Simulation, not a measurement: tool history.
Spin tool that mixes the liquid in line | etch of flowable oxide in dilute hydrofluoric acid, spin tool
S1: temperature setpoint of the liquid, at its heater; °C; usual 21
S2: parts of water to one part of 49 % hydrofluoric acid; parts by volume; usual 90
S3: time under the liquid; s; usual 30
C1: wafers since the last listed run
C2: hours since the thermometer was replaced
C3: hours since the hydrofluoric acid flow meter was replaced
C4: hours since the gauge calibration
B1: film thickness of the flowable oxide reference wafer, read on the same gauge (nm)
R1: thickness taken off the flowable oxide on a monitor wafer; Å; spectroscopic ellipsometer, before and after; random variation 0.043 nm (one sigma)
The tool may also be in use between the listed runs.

run,hour,S1,S2,S3,C1,C2,C3,C4,B1,R1
1,0,18.5,90,40,0,452.6,1069.4,305.4,69.96,110.8
2,21.5,18.5,90,40,426,474.1,1090.9,326.9,69.98,111
3,47.6,21,90,30,517,500.2,1117,353,70.03,92.2
4,60.9,21,90,30,263,513.5,1130.3,366.3,70,91.9
5,84.5,21,90,30,468,537.1,1153.9,389.9,69.97,92.2
6,119.9,25,90,25,702,572.5,1189.3,425.3,70,88.8
7,152.3,25,90,25,642,604.9,1221.7,457.7,70.02,89.2
8,183.6,21,110,30,620,636.2,1253,489,70.01,72.1
# hour 188.8: gauge calibrated
9,203.3,21,110,30,390,655.9,1272.7,14.5,70.05,71.9
10,223.5,21,90,30,400,676.1,1292.9,34.7,69.98,90.2
11,241.6,21,90,30,359,694.2,1311,52.8,69.98,89.2
12,259,21,135,50,345,711.6,1328.4,70.2,70.04,95
# hour 268.7: hydrofluoric acid flow meter replaced
13,279.4,26,75,30,384,732,10.7,90.6,69.99,154.7
14,309.4,21,90,30,595,762,40.7,120.6,69.98,103.7
15,324.4,22.5,90,15,297,777,55.7,135.6,69.99,54.8
# hour 339.4: thermometer replaced
16,348.2,17,65,30,452,8.8,79.5,159.4,69.94,123.7
17,380.3,21,90,30,636,40.9,111.6,191.5,69.98,103.3
18,394.1,21,65,45,273,54.7,125.4,205.3,70,221.4
19,412.2,21,90,30,359,72.8,143.5,223.4,70.01,102.3
20,441.5,23,90,30,581,102.1,172.8,252.7,70.05,110.9
21,476.4,17,90,30,692,137,207.7,287.6,70,86.6

Forecast each of these 3 alternatives for the next run:
A,476.8,21,90,15,7,137.4,208.1,288,?,?
B,476.8,21,90,50,7,137.4,208.1,288,?,?
C,476.8,19,125,15,7,137.4,208.1,288,?,?

run,B1,R1
A,70,50.9
B,70,169.5
C,70,32.5
Without the tool's hidden state the same runs would have given:
run,R1
A,51.8
B,172.8
C,33.1

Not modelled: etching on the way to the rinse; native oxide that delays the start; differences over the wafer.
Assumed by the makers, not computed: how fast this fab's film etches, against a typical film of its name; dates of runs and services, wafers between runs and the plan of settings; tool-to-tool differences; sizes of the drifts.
